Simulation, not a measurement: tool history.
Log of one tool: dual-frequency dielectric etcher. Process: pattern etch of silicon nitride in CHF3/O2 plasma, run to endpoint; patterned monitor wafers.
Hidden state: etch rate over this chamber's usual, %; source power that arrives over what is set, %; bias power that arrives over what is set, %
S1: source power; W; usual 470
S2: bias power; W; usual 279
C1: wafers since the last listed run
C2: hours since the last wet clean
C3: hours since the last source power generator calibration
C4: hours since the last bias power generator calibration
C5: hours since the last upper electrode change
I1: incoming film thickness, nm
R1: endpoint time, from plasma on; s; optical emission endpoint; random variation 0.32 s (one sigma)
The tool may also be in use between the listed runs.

run,day,S1,S2,C1,C2,C3,C4,C5,I1,R1
1,0,400,279,0,338,4851.5,4538.2,2803.2,105.5,67.4
2,0.762,400,279,169,356.3,4869.8,4556.5,2821.5,105.1,67.3
3,1.396,400,279,141,371.5,4885,4571.7,2836.7,104.7,67
4,2.854,470,327,324,406.5,4920,4606.7,2871.7,105.4,58.2
5,3.538,470,327,152,422.9,4936.4,4623.1,2888.1,105.8,58.3
# day 7.146: wet clean of the chamber
# day 7.542: bias power generator calibrated
6,8.004,470,327,735,20.6,5043.6,11.1,2995.3,105.4,58
# day 8.304: source power generator calibrated
# day 10.383: upper electrode replaced
7,10.404,530,279,274,78.2,50.4,68.7,0.5,104,55.8
8,10.496,530,279,20,80.4,52.6,70.9,2.7,105.7,57
9,11.858,580,345,303,113.1,85.3,103.6,35.4,105.7,51.1
10,12.458,420,279,133,127.5,99.7,118,49.8,105.2,64.6
11,13.162,370,346,156,144.4,116.6,134.9,66.7,105.6,66.9
12,13.871,550,298,157,161.4,133.6,151.9,83.7,105.3,54.8
13,14.888,380,279,226,185.8,158,176.3,108.1,104.7,69.9
14,15.504,470,279,137,200.6,172.8,191.1,122.9,105.2,61.3
15,16.379,470,279,194,221.6,193.8,212.1,143.9,104.6,60.7
16,17.033,470,279,145,237.3,209.5,227.8,159.6,105,60.9

5 ways to go on from here, each from the tool as it stands after run 16. What would each give?
A,17.05,470,279,3,237.7,209.9,228.2,160,104.3,?
B,17.05,420,252,3,237.7,209.9,228.2,160,104.3,?
C,17.05,420,335,3,237.7,209.9,228.2,160,104.3,?
D,17.05,440,309,3,237.7,209.9,228.2,160,104.3,?
E,17.05,470,248,3,237.7,209.9,228.2,160,104.3,?

run,R1
A,61.1
B,67.5
C,61.8
D,61.6
E,63.3
Without the tool's hidden state the same runs would have given:
run,R1
A,61.1
B,67.5
C,61.8
D,61.6
E,63.3

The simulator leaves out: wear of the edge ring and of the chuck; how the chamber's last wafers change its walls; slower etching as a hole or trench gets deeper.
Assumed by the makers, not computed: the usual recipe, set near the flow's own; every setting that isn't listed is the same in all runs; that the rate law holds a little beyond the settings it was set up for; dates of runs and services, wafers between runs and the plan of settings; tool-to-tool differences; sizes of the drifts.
